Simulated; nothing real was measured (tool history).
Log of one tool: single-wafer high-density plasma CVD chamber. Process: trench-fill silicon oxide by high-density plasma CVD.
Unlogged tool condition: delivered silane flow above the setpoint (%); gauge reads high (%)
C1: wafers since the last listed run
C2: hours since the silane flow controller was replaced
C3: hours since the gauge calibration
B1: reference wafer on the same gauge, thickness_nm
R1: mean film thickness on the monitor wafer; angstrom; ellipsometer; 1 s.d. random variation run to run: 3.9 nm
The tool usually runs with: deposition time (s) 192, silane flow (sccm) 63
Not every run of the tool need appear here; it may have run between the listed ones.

run 1 hour=0.0 | deposition_time_(s)=192 silane_flow_(sccm)=72 | C1=0 C2=3630.6 C3=832.3 | B1=1040.306 | R1=13782.48
run 2 hour=69.3 | deposition_time_(s)=192 silane_flow_(sccm)=63 | C1=558 C2=3699.9 C3=901.6 | B1=1039.250 | R1=12230.23
run 3 hour=121.9 | deposition_time_(s)=192 silane_flow_(sccm)=63 | C1=424 C2=3752.5 C3=954.2 | B1=1040.702 | R1=12151.37
run 4 hour=149.8 | deposition_time_(s)=168 silane_flow_(sccm)=68 | C1=225 C2=3780.4 C3=982.1 | B1=1039.314 | R1=11514.57
run 5 hour=181.1 | deposition_time_(s)=168 silane_flow_(sccm)=68 | C1=252 C2=3811.7 C3=1013.4 | B1=1039.524 | R1=11351.53
run 6 hour=210.6 | deposition_time_(s)=168 silane_flow_(sccm)=68 | C1=237 C2=3841.2 C3=1042.9 | B1=1039.562 | R1=11431.60
run 7 hour=241.2 | deposition_time_(s)=183 silane_flow_(sccm)=63 | C1=246 C2=3871.8 C3=1073.5 | B1=1040.690 | R1=11631.96
-- hour=344.3 gauge calibrated
run 8 hour=403.5 | deposition_time_(s)=183 silane_flow_(sccm)=63 | C1=1309 C2=4034.1 C3=59.2 | B1=1040.568 | R1=11532.26
run 9 hour=503.3 | deposition_time_(s)=192 silane_flow_(sccm)=63 | C1=804 C2=4133.9 C3=159.0 | B1=1040.514 | R1=12055.82
run 10 hour=540.6 | deposition_time_(s)=192 silane_flow_(sccm)=63 | C1=300 C2=4171.2 C3=196.3 | B1=1039.517 | R1=12079.74
run 11 hour=597.8 | deposition_time_(s)=192 silane_flow_(sccm)=63 | C1=461 C2=4228.4 C3=253.5 | B1=1039.462 | R1=12099.65
run 12 hour=634.1 | deposition_time_(s)=192 silane_flow_(sccm)=63 | C1=292 C2=4264.7 C3=289.8 | B1=1039.791 | R1=12070.24
run 13 hour=682.3 | deposition_time_(s)=192 silane_flow_(sccm)=63 | C1=388 C2=4312.9 C3=338.0 | B1=1039.959 | R1=12011.24
run 14 hour=709.0 | deposition_time_(s)=192 silane_flow_(sccm)=63 | C1=215 C2=4339.6 C3=364.7 | B1=1039.412 | R1=12038.09
run 15 hour=768.8 | deposition_time_(s)=192 silane_flow_(sccm)=63 | C1=482 C2=4399.4 C3=424.5 | B1=1039.352 | R1=12048.24
run 16 hour=840.1 | deposition_time_(s)=192 silane_flow_(sccm)=63 | C1=575 C2=4470.7 C3=495.8 | B1=1039.718 | R1=12019.54
run 17 hour=879.2 | deposition_time_(s)=192 silane_flow_(sccm)=63 | C1=315 C2=4509.8 C3=534.9 | B1=1039.831 | R1=12034.02
run 18 hour=911.5 | deposition_time_(s)=192 silane_flow_(sccm)=69 | C1=260 C2=4542.1 C3=567.2 | B1=1040.968 | R1=13004.19
run 19 hour=963.0 | deposition_time_(s)=209 silane_flow_(sccm)=75 | C1=415 C2=4593.6 C3=618.7 | B1=1038.880 | R1=15275.09
run 20 hour=992.0 | deposition_time_(s)=192 silane_flow_(sccm)=63 | C1=233 C2=4622.6 C3=647.7 | B1=1040.350 | R1=11921.45
run 21 hour=1029.2 | deposition_time_(s)=192 silane_flow_(sccm)=63 | C1=300 C2=4659.8 C3=684.9 | B1=1041.055 | R1=12025.28
run 22 hour=1081.3 | deposition_time_(s)=181 silane_flow_(sccm)=51 | C1=420 C2=4711.9 C3=737.0 | B1=1039.994 | R1=9313.16
run 23 hour=1133.1 | deposition_time_(s)=178 silane_flow_(sccm)=54 | C1=417 C2=4763.7 C3=788.8 | B1=1039.935 | R1=9580.94
run 24 hour=1191.9 | deposition_time_(s)=157 silane_flow_(sccm)=56 | C1=474 C2=4822.5 C3=847.6 | B1=1039.544 | R1=8744.68
run 25 hour=1234.2 | deposition_time_(s)=192 silane_flow_(sccm)=63 | C1=341 C2=4864.8 C3=889.9 | B1=1040.033 | R1=11876.19
-- hour=1256.7 silane flow controller replaced
run 26 hour=1296.5 | deposition_time_(s)=218 silane_flow_(sccm)=51 | C1=437 C2=39.8 C3=952.2 | B1=1039.719 | R1=11797.98
run 27 hour=1343.8 | deposition_time_(s)=192 silane_flow_(sccm)=63 | C1=381 C2=87.1 C3=999.5 | B1=1039.576 | R1=12571.08
-- hour=1377.6 gauge calibrated
run 28 hour=1390.2 | deposition_time_(s)=225 silane_flow_(sccm)=57 | C1=374 C2=133.5 C3=12.6 | B1=1038.446 | R1=13415.54
run 29 hour=1445.9 | deposition_time_(s)=224 silane_flow_(sccm)=54 | C1=449 C2=189.2 C3=68.3 | B1=1040.232 | R1=12707.89
run 30 hour=1474.4 | deposition_time_(s)=192 silane_flow_(sccm)=52 | C1=229 C2=217.7 C3=96.8 | B1=1040.708 | R1=10559.93
run 31 hour=1543.1 | deposition_time_(s)=170 silane_flow_(sccm)=51 | C1=554 C2=286.4 C3=165.5 | B1=1040.954 | R1=9193.49
run 32 hour=1591.5 | deposition_time_(s)=177 silane_flow_(sccm)=67 | C1=390 C2=334.8 C3=213.9 | B1=1039.389 | R1=12271.49
run 33 hour=1644.3 | deposition_time_(s)=181 silane_flow_(sccm)=55 | C1=425 C2=387.6 C3=266.7 | B1=1040.075 | R1=10428.27
run 34 hour=1696.5 | deposition_time_(s)=192 silane_flow_(sccm)=63 | C1=421 C2=439.8 C3=318.9 | B1=1040.244 | R1=12547.78
run 35 hour=1748.7 | deposition_time_(s)=204 silane_flow_(sccm)=56 | C1=421 C2=492.0 C3=371.1 | B1=1040.113 | R1=11981.85
run 36 hour=1788.3 | deposition_time_(s)=192 silane_flow_(sccm)=63 | C1=319 C2=531.6 C3=410.7 | B1=1040.792 | R1=12531.11

Branching from run 36: 5 alternative next runs. What would each branch give?
run A hour=1788.8 | deposition_time_(s)=192 silane_flow_(sccm)=63 | C1=4 C2=532.1 C3=411.2 | B1=? | R1=?
run B hour=1788.8 | deposition_time_(s)=222 silane_flow_(sccm)=74 | C1=4 C2=532.1 C3=411.2 | B1=? | R1=?
run C hour=1788.8 | deposition_time_(s)=178 silane_flow_(sccm)=74 | C1=4 C2=532.1 C3=411.2 | B1=? | R1=?
run D hour=1788.8 | deposition_time_(s)=230 silane_flow_(sccm)=70 | C1=4 C2=532.1 C3=411.2 | B1=? | R1=?
run E hour=1788.8 | deposition_time_(s)=171 silane_flow_(sccm)=52 | C1=4 C2=532.1 C3=411.2 | B1=? | R1=?

run=A B1=1039.791 R1=12586.88
run=B B1=1039.791 R1=16858.36
run=C B1=1039.791 R1=13517.07
run=D B1=1039.791 R1=16597.57
run=E B1=1039.791 R1=9434.88
Without the tool's unlogged condition, the same runs would have read:
run=A R1=12593.05
run=B R1=16866.64
run=C R1=13523.70
run=D R1=16605.71
run=E R1=9439.51

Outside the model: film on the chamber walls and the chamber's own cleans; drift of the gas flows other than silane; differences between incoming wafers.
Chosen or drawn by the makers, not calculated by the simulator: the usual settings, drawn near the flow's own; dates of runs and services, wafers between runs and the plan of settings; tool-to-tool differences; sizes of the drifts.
